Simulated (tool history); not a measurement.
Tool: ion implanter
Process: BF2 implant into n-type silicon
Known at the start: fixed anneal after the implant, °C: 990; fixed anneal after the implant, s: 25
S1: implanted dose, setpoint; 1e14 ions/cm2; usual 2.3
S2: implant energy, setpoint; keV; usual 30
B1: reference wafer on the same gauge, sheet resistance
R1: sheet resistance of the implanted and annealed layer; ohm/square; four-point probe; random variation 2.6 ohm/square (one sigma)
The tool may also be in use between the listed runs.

run,day,S1,S2,B1,R1
1,0,2.3,33.5,506.67,447.08
2,10.892,2.3,33.5,507.38,440.06
3,14.592,1.88,30,507.39,528.1
4,17.621,1.88,30,508.01,525.56
5,19.35,1.88,30,506.85,527.2
6,23.562,2.3,30,507.28,448.77
7,25.95,2.3,30,507.29,449.6
8,30.325,2.3,30,508.17,455.07
9,34.288,2.3,30,506.96,454.7
10,36.521,2.06,30,506.62,499.1
11,40.071,2.06,30,506.08,495.95
12,42.933,2.3,30,507.07,442.27
13,44.475,2.3,30,505.99,445.87
14,52.575,2.3,30,506.28,447.36
15,55.729,2.91,26,507.26,374.48
16,57.867,2.69,37,507.49,388.02
17,59.896,2.84,34.5,506.31,377.08
18,63.929,2.3,30,506.93,455.99
19,66.338,2.52,40,507.06,409.29
20,70.521,2.71,33,507.14,393.84
21,74.771,2.3,30,506.53,457.03
22,77.862,2.3,30,506.86,441.32
23,80.379,2.3,30,506.74,443.04
24,82.1,2.98,26,507.25,361.2
25,87.758,1.97,34.5,506.36,500.05
26,91.958,2.99,30,507.17,358
27,93.821,2.3,30,507.77,445.07
28,97.438,1.92,35,507.16,518.69
29,100.462,2.3,40.5,506.9,439.77

Taken out of this log: 5 entries between the listed runs. Where each belongs, and how the hidden state differs across it:
Between runs 1 and 2: Faraday cup replaced and dose calibrated (day 5.792)
  deviation of the true dose from the Faraday cup's reading, %: -2.17 -> -0.377
  measured less the result without the state, R1: +7.97 -> +1.36 ohm/square
Between runs 11 and 12: Faraday cup replaced and dose calibrated (day 40.854); extraction supply calibrated (day 42.912)
  deviation of the true dose from the Faraday cup's reading, %: -3.09 -> -0.551
  measured less the result without the state, R1: +12.62 -> +2.02 ohm/square
Between runs 21 and 22: Faraday cup replaced and dose calibrated (day 77.1); gauge calibrated (day 77.171)
  deviation of the true dose from the Faraday cup's reading, %: -3.51 -> 0.284
  measured less the result without the state, R1: +13.33 -> -1.04 ohm/square
